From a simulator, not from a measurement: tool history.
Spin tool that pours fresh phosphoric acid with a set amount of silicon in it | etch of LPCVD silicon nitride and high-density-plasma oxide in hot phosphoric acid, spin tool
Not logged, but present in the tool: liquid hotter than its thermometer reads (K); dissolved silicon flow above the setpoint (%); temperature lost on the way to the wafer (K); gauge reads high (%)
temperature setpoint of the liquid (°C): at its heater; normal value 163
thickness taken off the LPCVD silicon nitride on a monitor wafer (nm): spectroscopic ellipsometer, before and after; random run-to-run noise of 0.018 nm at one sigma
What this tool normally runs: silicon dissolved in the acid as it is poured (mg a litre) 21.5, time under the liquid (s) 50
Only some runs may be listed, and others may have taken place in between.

| run | hour | temperature setpoint of the liquid (°C) | silicon dissolved in the acid as it is poured (mg a litre) | time under the liquid (s) | wafers since the last listed run | hours since the thermometer was replaced | hours since the dissolved silicon flow meter was replaced | hours since the heated supply line was repaired | hours since the gauge calibration | read-back film thickness of the LPCVD silicon nitride reference wafer, read on the same gauge (nm) | thickness taken off the LPCVD silicon nitride on a monitor wafer (nm) |
|---|---|---|---|---|---|---|---|---|---|---|---|
| 1 | 0 | 163 | 17.5 | 50 | 0 | 316.5 | 303.7 | 1912.4 | 67.8 | 150.026 | 3.848 |
| 2 | 17.2 | 163 | 17.5 | 50 | 273 | 333.7 | 320.9 | 1929.6 | 85 | 150.014 | 3.876 |
| 3 | 52.1 | 163 | 21.5 | 60 | 555 | 368.6 | 355.8 | 1964.5 | 119.9 | 150.033 | 4.627 |
| 4 | 82.6 | 163 | 21.5 | 60 | 485 | 399.1 | 386.3 | 1995 | 150.4 | 149.99 | 4.604 |
| 5 | 137.9 | 163 | 21.5 | 75 | 879 | 454.4 | 441.6 | 2050.3 | 205.7 | 149.983 | 5.771 |
|  | 152.8 | thermometer replaced |
| 6 | 161.1 | 163 | 21.5 | 75 | 353 | 8.3 | 464.8 | 2073.5 | 228.9 | 150.005 | 5.804 |
| 7 | 176.2 | 163 | 21.5 | 50 | 240 | 23.4 | 479.9 | 2088.6 | 244 | 150.012 | 3.85 |
| 8 | 211.7 | 163 | 21.5 | 50 | 564 | 58.9 | 515.4 | 2124.1 | 279.5 | 150.009 | 3.834 |
| 9 | 233.3 | 163 | 21.5 | 50 | 343 | 80.5 | 537 | 2145.7 | 301.1 | 149.967 | 3.832 |
| 10 | 260.5 | 163 | 8.5 | 40 | 432 | 107.7 | 564.2 | 2172.9 | 328.3 | 150.003 | 3.052 |

Run 11 comes next. What will it give?
| 11 | 331.3 | 160.5 | 21.5 | 50 | 1126 | 178.5 | 635 | 2243.7 | 399.1 | ? | ? |

{"run 11": {"read-back film thickness of the LPCVD silicon nitride reference wafer, read on the same gauge (nm)": 149.978, "thickness taken off the LPCVD silicon nitride on a monitor wafer (nm)": 3.511}}
The same run, on a tool lacking any hidden state, would have yielded thickness taken off the LPCVD silicon nitride on a monitor wafer (nm) 4.028.
